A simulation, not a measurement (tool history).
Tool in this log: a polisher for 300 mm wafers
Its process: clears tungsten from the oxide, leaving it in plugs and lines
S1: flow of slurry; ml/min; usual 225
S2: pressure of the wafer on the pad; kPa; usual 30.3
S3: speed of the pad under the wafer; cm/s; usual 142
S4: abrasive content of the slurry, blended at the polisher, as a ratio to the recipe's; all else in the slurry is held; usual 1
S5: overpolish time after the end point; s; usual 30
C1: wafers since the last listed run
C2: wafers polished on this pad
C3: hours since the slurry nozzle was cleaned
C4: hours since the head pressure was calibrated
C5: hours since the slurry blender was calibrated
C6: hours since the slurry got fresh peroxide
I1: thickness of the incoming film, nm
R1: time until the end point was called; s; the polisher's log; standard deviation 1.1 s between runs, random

run     day   S1    S2   S3    S4  S5    C1    C2     C3     C4     C5     C6     I1     R1
  1       0  225  30.3  142     1  30     0  1611  240.1  419.4  404.9    259  476.1   54.2
  2   1.271  225  30.3  142     1  30   363  1975  270.6  449.9  435.4  289.5    478   54.6
      1.604  -- slurry blender recalibrated
  3   2.675  225  30.3  142     1  30   378  2353  304.3  483.6   25.7  323.2  480.4   55.5
  4   5.671  225  30.3  142     1  30   857  3211  376.2  555.5   97.6  395.1  474.9   55.1
        6.3  -- slurry nozzle cleaned
  5   7.683  225  30.3  142     1  30   564  3775   33.2  603.8  145.9  443.4  481.8   55.6
      8.525  -- slurry tank refilled with fresh slurry and peroxide
  6   9.808  225  30.3  142     1  30   596  4371   84.2  654.8  196.9   30.8  476.4   55.7
     12.054  -- worn pad replaced by a new one
     12.496  -- head pressure recalibrated
  7  12.533  225  30.3  142   1.3  30   708   113  149.6    0.9  262.3   96.2  482.2   50.8
  8  15.775  225  39.3  106     1  30   928  1041  227.4   78.7  340.1    174  487.2   54.1
  9  18.008  285  30.3  142  0.85  30   639  1681    281  132.3  393.7  227.6  483.9   57.8
     19.421  -- slurry blender recalibrated
 10    20.5  225  30.3  142     1  30   689  2370  340.8  192.1   25.9  287.4  471.8   54.7
 11  22.296  225  30.3  142  1.15  18   514  2884  383.9  235.2     69  330.5  484.3     54
      23.35  -- slurry nozzle cleaned
 12  23.371  190  30.3  172   0.8  30   295  3180    0.5    261   94.8  356.3  481.5   52.7
     24.862  -- slurry tank refilled with fresh slurry and peroxide
 13  25.662  225  23.4  142     1  30   644  3825   55.5    316  149.8   19.2  478.9   69.6
 14  27.892  225  30.3  142     1  30   638  4463    109  369.5  203.3   72.7  474.8   53.6
 15  30.329  225  30.3  142  1.25  30   697  5161  167.5    428  261.8  131.2  480.6   51.8
     31.692  -- worn pad replaced by a new one
 16  33.158  225  30.3  142     1  13   762   419  235.4  495.9  329.7  199.1  487.6   51.6
 17  35.642  165  30.3  112     1  30   711  1130    295  555.5  389.3  258.7  474.1   65.1
     36.625  -- slurry blender recalibrated
     37.246  -- head pressure recalibrated
 18  37.746  265  22.1  110   0.7  30   554  1685  345.5     12   26.9  309.2    487  115.1
 19  39.767  225  30.3  142     1  30   578  2264    394   60.5   75.4  357.7  480.9   60.4
     40.408  -- slurry nozzle cleaned
      42.85  -- slurry tank refilled with fresh slurry and peroxide
 20  47.121  225  30.3  142     1  30  2081  4346  161.1    237  251.9  102.5  481.2   60.1
     49.683  -- worn pad replaced by a new one
 21   50.35  225    20  142  0.75  37   876   190  238.6  314.5  329.4    180  482.2   87.3
 22   51.45  225  24.8  142     1  30   314   505    265  340.9  355.8  206.4  479.1   65.1
     52.421  -- slurry blender recalibrated
 23  52.567  225  27.6  142     1  48   295   801  291.8  367.7    3.5  233.2  484.6   60.5
 24   54.65  225  30.3  142     1  30   596  1397  341.8  417.7   53.5  283.2  481.6   54.2
     55.233  -- slurry nozzle cleaned
 25  56.733  290  20.7  170   1.2  30   584  1982     36  467.7  103.5  333.2  483.3   63.6
 26  59.112  225  30.3  170   1.2  35   681  2663   93.1  524.8  160.6  390.3  479.6   43.8
     60.338  -- head pressure recalibrated
     60.775  -- slurry tank refilled with fresh slurry and peroxide
 27  61.571  225  30.3  142     1  30   668  3331  152.1   29.6  219.6   19.1  475.6   58.2

Run by run, hidden condition taken away, random variation retained:
The tool's hidden condition here consists of: removal rate lost through wear of the pad, %; slurry flow missing at the pad, %; deviation of the head's pressure from its setpoint, %; abrasive missing from the slurry, %; peroxide lost from the slurry, %.
run     R1
  1     56
  2   56.1
  3   56.8
  4   56.1
  5   56.4
  6   56.4
  7     51
  8   54.4
  9   58.2
 10   55.3
 11   54.7
 12   53.5
 13   70.8
 14   54.7
 15     53
 16   56.6
 17   69.8
 18  105.6
 19   56.2
 20   57.9
 21   92.4
 22   68.2
 23   62.8
 24   55.5
 25   64.5
 26   44.2
 27   54.5
